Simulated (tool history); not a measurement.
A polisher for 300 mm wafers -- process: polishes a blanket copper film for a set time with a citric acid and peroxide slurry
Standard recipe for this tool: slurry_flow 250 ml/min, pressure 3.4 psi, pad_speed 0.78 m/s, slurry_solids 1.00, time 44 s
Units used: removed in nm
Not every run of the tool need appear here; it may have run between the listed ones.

run,hour,slurry_flow,pressure,pad_speed,slurry_solids,time,"incoming thickness of the incoming film, nm",removed
1,0.0,250,3.4,0.78,1.00,44,587.2,71.8
# hour 53.3: slurry blender recalibrated
2,58.0,250,3.4,0.78,1.00,44,595.6,72.5
# hour 69.5: worn pad replaced by a new one
3,84.7,250,3.4,0.58,1.00,44,591.4,56.6
4,121.2,250,3.4,0.58,1.00,44,582.6,56.2
5,190.0,250,3.4,0.58,1.00,44,594.3,56.0
6,249.5,250,3.4,0.78,1.00,44,584.3,72.1
# hour 262.0: head pressure recalibrated
7,298.3,250,3.4,0.78,1.00,44,599.1,76.2
8,365.7,250,3.4,0.78,1.00,44,592.8,75.2
# hour 417.0: worn pad replaced by a new one
9,418.9,250,3.4,0.78,1.00,44,578.8,74.9
# hour 440.5: slurry blender recalibrated
10,451.5,250,3.4,0.78,1.00,44,590.7,75.3
11,497.9,250,3.4,0.98,1.00,44,591.5,90.6
12,541.3,200,3.4,1.04,1.00,44,587.2,91.5
13,591.9,250,3.4,0.78,1.15,44,594.7,75.9
14,636.5,250,3.4,0.78,1.00,44,588.3,73.8
# hour 693.3: slurry nozzle cleaned
15,693.8,325,3.4,0.78,1.20,44,594.7,78.1
16,764.4,250,4.0,0.78,1.00,44,598.7,85.9
# hour 786.2: slurry blender recalibrated
# hour 808.1: worn pad replaced by a new one
17,831.3,200,3.4,0.78,1.00,44,588.4,70.7
18,858.0,205,3.4,0.78,0.85,44,591.5,69.0
19,905.4,250,3.4,0.78,1.00,44,591.7,73.0
20,942.8,305,3.4,0.78,1.00,44,588.4,74.5
21,993.4,250,2.2,0.78,1.00,44,588.6,47.2
22,1053.5,250,3.4,0.54,1.00,44,589.7,53.9
# hour 1085.6: head pressure recalibrated
23,1088.5,250,3.4,0.78,1.00,44,600.3,74.5
24,1120.1,250,3.4,1.04,0.90,56,602.7,120.5
# hour 1149.9: worn pad replaced by a new one
25,1150.4,285,3.4,0.78,1.20,44,600.7,79.6
# hour 1184.1: slurry blender recalibrated
26,1216.2,250,3.4,0.78,1.00,44,597.1,74.4
27,1251.0,250,4.3,0.78,1.00,44,592.5,93.2
28,1287.6,250,3.4,0.78,1.25,40,595.1,70.4
29,1350.1,250,2.3,0.78,1.00,44,595.0,49.6

Predict each of these 5 candidate next runs independently; none follows another, all start after run 29:
A,1350.5,250,3.4,0.78,1.00,44,600.3,?
B,1350.5,250,3.0,0.56,1.00,44,600.3,?
C,1350.5,250,3.4,0.78,0.85,44,600.3,?
D,1350.5,175,4.2,0.78,1.00,30,600.3,?
E,1350.5,215,2.8,0.98,1.00,44,600.3,?

run,removed
A,73.0
B,49.2
C,70.5
D,58.0
E,72.1
Take away the tool's hidden state, keep each run's random variation, and the runs would have read:
run,removed
A,76.2
B,51.4
C,73.6
D,60.6
E,75.3
